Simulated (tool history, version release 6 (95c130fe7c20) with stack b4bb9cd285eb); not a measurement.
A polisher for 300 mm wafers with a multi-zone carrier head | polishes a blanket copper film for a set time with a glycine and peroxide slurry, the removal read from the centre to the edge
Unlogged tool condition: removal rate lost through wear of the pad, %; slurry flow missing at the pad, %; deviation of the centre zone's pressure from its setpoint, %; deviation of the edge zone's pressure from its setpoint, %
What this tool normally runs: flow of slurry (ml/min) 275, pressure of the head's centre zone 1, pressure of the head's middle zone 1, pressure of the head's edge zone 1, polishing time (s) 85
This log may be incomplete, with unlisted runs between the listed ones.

run,hour,flow of slurry (ml/min),pressure of the head's centre zone,pressure of the head's middle zone,pressure of the head's edge zone,polishing time (s),wafers since the last listed run,wafers polished on this pad,hours since the slurry nozzle was cleaned,hours since the centre zone pressure was calibrated,hours since the edge zone pressure was calibrated,hours since the carrier head's membrane was replaced,"incoming thickness of the incoming film, nm",film removed at the wafer's centre (nm),film removed at mid-radius (nm),film removed at the wafer's edge (nm)
1,0,275,1,1,1,85,0,886,381.5,1108.2,1240.8,277.8,1770.3,622.3,638.7,631
# hour 10.1: worn pad replaced by a new one
2,33.7,275,1,1,1,85,324,257,415.2,1141.9,1274.5,311.5,1791.5,618.1,622.4,649.1
3,51.4,275,1,1,1,85,193,450,432.9,1159.6,1292.2,329.2,1748.2,614.6,626.8,642.2
4,63.6,275,1,1,1,85,133,584,445.1,1171.8,1304.4,341.4,1777.2,601.9,622.6,635.9
5,95.6,275,1,1,1,85,349,933,477.1,1203.8,1336.4,373.4,1737.9,610.1,624,639.9
# hour 109: worn pad replaced by a new one
6,112.9,275,1,1,1,85,145,42,494.4,1221.1,1353.7,390.7,1770.6,604.3,622.9,621.1
7,139.2,255,1,1,1,85,287,329,520.7,1247.4,1380,417,1785,588.7,601.4,609.9
8,157.5,255,1,1,1,85,199,529,539,1265.7,1398.3,435.3,1758.1,580.1,592.8,618.1
# hour 164.2: slurry nozzle cleaned
# hour 171.2: edge zone pressure recalibrated
9,171.7,275,1,1,1,85,122,651,7.5,1279.9,0.5,449.5,1758,646.3,640.9,651.9
10,202.1,275,1,1,1,85,331,983,37.9,1310.3,30.9,479.9,1752.7,641.7,656.2,653.3
# hour 206.2: worn pad replaced by a new one
# hour 220.3: carrier head's membrane replaced by a new one
11,227,300,1,1,1,61,173,173,62.8,1335.2,55.8,6.7,1757.1,469.2,468.9,482.8
# hour 258.2: centre zone pressure recalibrated
12,259.2,215,1,0.91,1,85,329,502,95,1,88,38.9,1793.7,610.3,578.5,648.6
13,282.9,215,1,0.91,1,85,258,761,118.7,24.7,111.7,62.6,1776,615,582.4,633.2
# hour 310.6: worn pad replaced by a new one, of another model than before
14,313.8,275,0.88,1.1,1.05,85,293,34,149.6,55.6,142.6,93.5,1754.8,552.7,707.4,659.4
15,332.1,275,1,1,1,85,199,234,167.9,73.9,160.9,111.8,1747.9,639.5,640.8,649.9
16,366.1,355,1,1,1,85,371,606,201.9,107.9,194.9,145.8,1736.7,659.6,674.7,670
17,384.9,190,1,1,0.94,85,205,811,220.7,126.7,213.7,164.6,1770.1,571,577.5,591.4
18,405.7,275,1,1,1,85,227,1038,241.5,147.5,234.5,185.4,1754.6,638.2,644,655.6
# hour 412.2: worn pad replaced by a new one
19,431.9,180,1.07,1.08,1,85,242,214,267.7,173.7,260.7,211.6,1740.5,583.2,601.5,597.8
20,458.1,275,1,1,1,85,286,500,293.9,199.9,286.9,237.8,1762.1,629.1,635.5,650.9

Forecast each of these 5 alternatives for the next run:
A,458.5,275,1,1,1,85,4,505,294.3,200.3,287.3,238.2,1803.7,?,?,?
B,458.5,275,1,1.12,1,85,4,505,294.3,200.3,287.3,238.2,1803.7,?,?,?
C,458.5,275,0.95,1,1.06,85,4,505,294.3,200.3,287.3,238.2,1803.7,?,?,?
D,458.5,275,1,1,0.91,111,4,505,294.3,200.3,287.3,238.2,1803.7,?,?,?
E,458.5,275,1,1,1,75,4,505,294.3,200.3,287.3,238.2,1803.7,?,?,?

run,film removed at the wafer's centre (nm),film removed at mid-radius (nm),film removed at the wafer's edge (nm)
A,625.4,636.5,649.9
B,625.9,700.9,648.8
C,593.9,636.6,664
D,816.7,831.2,821
E,551.8,561.6,573.4
Take away the tool's hidden state, keep each run's random variation, and the runs would have read:
run,film removed at the wafer's centre (nm),film removed at mid-radius (nm),film removed at the wafer's edge (nm)
A,640.7,650.5,660.7
B,641.3,716.4,659.6
C,608.5,650.7,675
D,836.7,849.6,834.6
E,565.4,574,582.9
